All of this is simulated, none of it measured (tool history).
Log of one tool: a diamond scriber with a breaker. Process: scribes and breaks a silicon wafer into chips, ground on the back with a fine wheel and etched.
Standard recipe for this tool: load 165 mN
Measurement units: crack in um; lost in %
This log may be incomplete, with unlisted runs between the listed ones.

| run | hour | load | incoming depth of the damage left on the back of the incoming wafer, um | crack | lost |
|---|---|---|---|---|---|
| 1 | 0 | 165 | 0.5 | 10.44 | 4.95 |
| 2 | 9 | 165 | 0.67 | 10.49 | 5.02 |
| 3 | 16.7 | 165 | 0.35 | 10.45 | 5.36 |
| 4 | 32.1 | 165 | 0.49 | 10.55 | 5.35 |
| 5 | 50.1 | 165 | 0.79 | 10.3 | 6.08 |
| 6 | 66.6 | 165 | 0.33 | 10.31 | 5.84 |
| 7 | 83.2 | 201 | 0.47 | 12.62 | 0.61 |
| 8 | 95.6 | 201 | 0.43 | 12.55 | 0.58 |
|  | 127 | diamond tip replaced by a new one |
|  | 133.1 | load on the tip recalibrated |
| 9 | 140.5 | 202 | 0.53 | 14.99 | 5.71 |
| 10 | 150.1 | 136 | 0.66 | 9.55 | 11.86 |
| 11 | 161.1 | 136 | 0.38 | 9.42 | 11.7 |
| 12 | 169.5 | 165 | 0.64 | 11.87 | 1.05 |
| 13 | 187 | 165 | 0.54 | 11.97 | 1.1 |
| 14 | 202.2 | 165 | 0.71 | 11.68 | 1.36 |
| 15 | 218.5 | 146 | 0.51 | 9.97 | 8.27 |
| 16 | 231.9 | 211 | 0.51 | 14.7 | 4.75 |
| 17 | 248.6 | 121 | 0.42 | 7.67 | 29.76 |
| 18 | 258.2 | 165 | 0.42 | 11.44 | 1.99 |
| 19 | 266.2 | 132 | 0.65 | 8.54 | 20.27 |
| 20 | 278.5 | 165 | 0.42 | 11.47 | 2.2 |
| 21 | 295.4 | 165 | 0.7 | 11.21 | 2.38 |
| 22 | 335.2 | 122 | 0.54 | 7.55 | 32.85 |
| 23 | 349.2 | 165 | 0.42 | 11.05 | 2.86 |
| 24 | 358.1 | 148 | 0.4 | 9.58 | 9.7 |
| 25 | 376 | 147 | 0.36 | 9.62 | 10.51 |
| 26 | 389.3 | 178 | 0.61 | 12.02 | 0.96 |
| 27 | 402.1 | 200 | 0.64 | 13.48 | 1.25 |
| 28 | 409.8 | 165 | 0.54 | 10.99 | 3.31 |

Predict each of these 3 candidate next runs independently; none follows another, all start after run 28:
| A | 410.4 | 165 | 0.77 | ? | ? |
| B | 410.4 | 139 | 0.77 | ? | ? |
| C | 410.4 | 215 | 0.77 | ? | ? |

| run | crack | lost |
|---|---|---|
| A | 10.86 | 3.09 |
| B | 8.82 | 15.39 |
| C | 14.33 | 3.16 |
Stripped of hidden state, with their random variation kept, the same runs would have yielded:
| run | crack | lost |
|---|---|---|
| A | 12.46 | 0.55 |
| B | 10.12 | 6.25 |
| C | 16.44 | 10.39 |

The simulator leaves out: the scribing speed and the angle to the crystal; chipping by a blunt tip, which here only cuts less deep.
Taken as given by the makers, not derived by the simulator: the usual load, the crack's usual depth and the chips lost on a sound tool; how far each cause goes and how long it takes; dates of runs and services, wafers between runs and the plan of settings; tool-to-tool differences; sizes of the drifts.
